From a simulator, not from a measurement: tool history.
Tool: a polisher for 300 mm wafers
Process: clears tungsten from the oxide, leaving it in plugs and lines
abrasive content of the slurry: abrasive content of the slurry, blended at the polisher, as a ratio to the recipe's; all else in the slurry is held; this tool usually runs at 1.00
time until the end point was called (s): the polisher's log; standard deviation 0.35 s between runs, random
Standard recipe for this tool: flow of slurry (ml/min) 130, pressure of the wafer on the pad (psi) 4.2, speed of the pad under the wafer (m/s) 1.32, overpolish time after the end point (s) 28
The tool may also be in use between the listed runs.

run   hour  flow of slurry (ml/min)  pressure of the wafer on the pad (psi)  speed of the pad under the wafer (m/s)  abrasive content of the slurry  overpolish time after the end point (s)  incoming thickness of the incoming film, nm  time until the end point was called (s)
  1    0.0                      130                                     4.2                                    1.50                            1.00                                       28                                        300.7                                     37.6
  2   16.7                      130                                     4.2                                    1.32                            1.00                                       28                                        299.7                                     42.4
      36.0  -- slurry blender recalibrated
  3   36.5                      130                                     4.2                                    1.32                            1.10                                       28                                        298.0                                     40.5
  4   50.9                      130                                     4.2                                    1.32                            1.10                                       28                                        300.6                                     41.3
  5   66.3                      130                                     4.2                                    1.32                            1.10                                       28                                        298.2                                     41.4
  6   89.1                      130                                     4.2                                    1.32                            1.00                                       28                                        301.6                                     43.2
      93.7  -- slurry tank refilled with fresh slurry and peroxide
  7  103.6                      130                                     4.2                                    1.32                            1.00                                       28                                        301.7                                     43.3
     118.2  -- worn pad replaced by a new one
  8  119.8                      130                                     4.2                                    1.32                            1.00                                       28                                        298.5                                     39.8
     125.4  -- slurry nozzle cleaned
  9  134.7                      130                                     3.8                                    1.32                            1.00                                       28                                        302.5                                     45.3
 10  158.7                      130                                     4.9                                    1.32                            0.75                                       44                                        306.0                                     41.4
 11  186.7                      130                                     4.2                                    1.32                            1.00                                       28                                        300.8                                     42.3
 12  208.9                      130                                     4.2                                    1.32                            1.00                                       34                                        303.7                                     43.5
 13  233.5                      130                                     4.2                                    0.92                            1.00                                       28                                        301.6                                     60.3
 14  248.6                      115                                     5.2                                    1.32                            0.70                                       21                                        299.0                                     41.6
     265.8  -- worn pad replaced by a new one
     265.9  -- slurry tank refilled with fresh slurry and peroxide
 15  268.1                      150                                     4.2                                    1.32                            1.20                                       28                                        303.1                                     37.5
 16  298.6                      110                                     4.2                                    1.32                            1.00                                       28                                        300.3                                     43.0
 17  328.2                      100                                     4.2                                    1.76                            1.25                                       15                                        298.0                                     31.0
 18  356.6                      130                                     5.1                                    1.32                            1.00                                       28                                        294.9                                     34.9
 19  371.9                       95                                     5.7                                    1.32                            1.00                                       28                                        299.7                                     34.0
     381.6  -- slurry blender recalibrated
     401.6  -- head pressure recalibrated
 20  406.2                      130                                     4.2                                    0.90                            1.00                                       28                                        300.1                                     62.6
     431.1  -- worn pad replaced by a new one
     438.4  -- slurry tank refilled with fresh slurry and peroxide
 21  451.9                      130                                     4.2                                    1.32                            1.00                                       28                                        300.2                                     41.6
 22  480.3                      145                                     3.5                                    1.32                            1.00                                       28                                        303.8                                     50.7
 23  502.7                      130                                     5.4                                    1.32                            1.00                                       28                                        303.9                                     33.9
 24  534.9                      130                                     3.3                                    1.32                            0.70                                       28                                        299.0                                     62.9
 25  553.0                      130                                     4.2                                    1.32                            1.00                                       28                                        298.7                                     43.8
     571.3  -- worn pad replaced by a new one
 26  581.6                      145                                     4.2                                    1.32                            1.15                                       32                                        297.3                                     37.0

What if the next run were any one of these 4? Each begins from the tool's condition after run 26:
  A  582.0                      130                                     4.2                                    1.32                            1.00                                       28                                        296.5                                        ?
  B  582.0                      130                                     4.2                                    1.66                            1.00                                       28                                        296.5                                        ?
  C  582.0                      130                                     3.8                                    1.70                            0.70                                       18                                        296.5                                        ?
  D  582.0                      130                                     4.2                                    1.32                            1.20                                       41                                        296.5                                        ?

run  time until the end point was called (s)
  A                                     40.0
  B                                     31.8
  C                                     39.6
  D                                     37.4
Take away the tool's hidden state, keep each run's random variation, and the runs would have read:
run  time until the end point was called (s)
  A                                     39.5
  B                                     31.4
  C                                     39.1
  D                                     37.0

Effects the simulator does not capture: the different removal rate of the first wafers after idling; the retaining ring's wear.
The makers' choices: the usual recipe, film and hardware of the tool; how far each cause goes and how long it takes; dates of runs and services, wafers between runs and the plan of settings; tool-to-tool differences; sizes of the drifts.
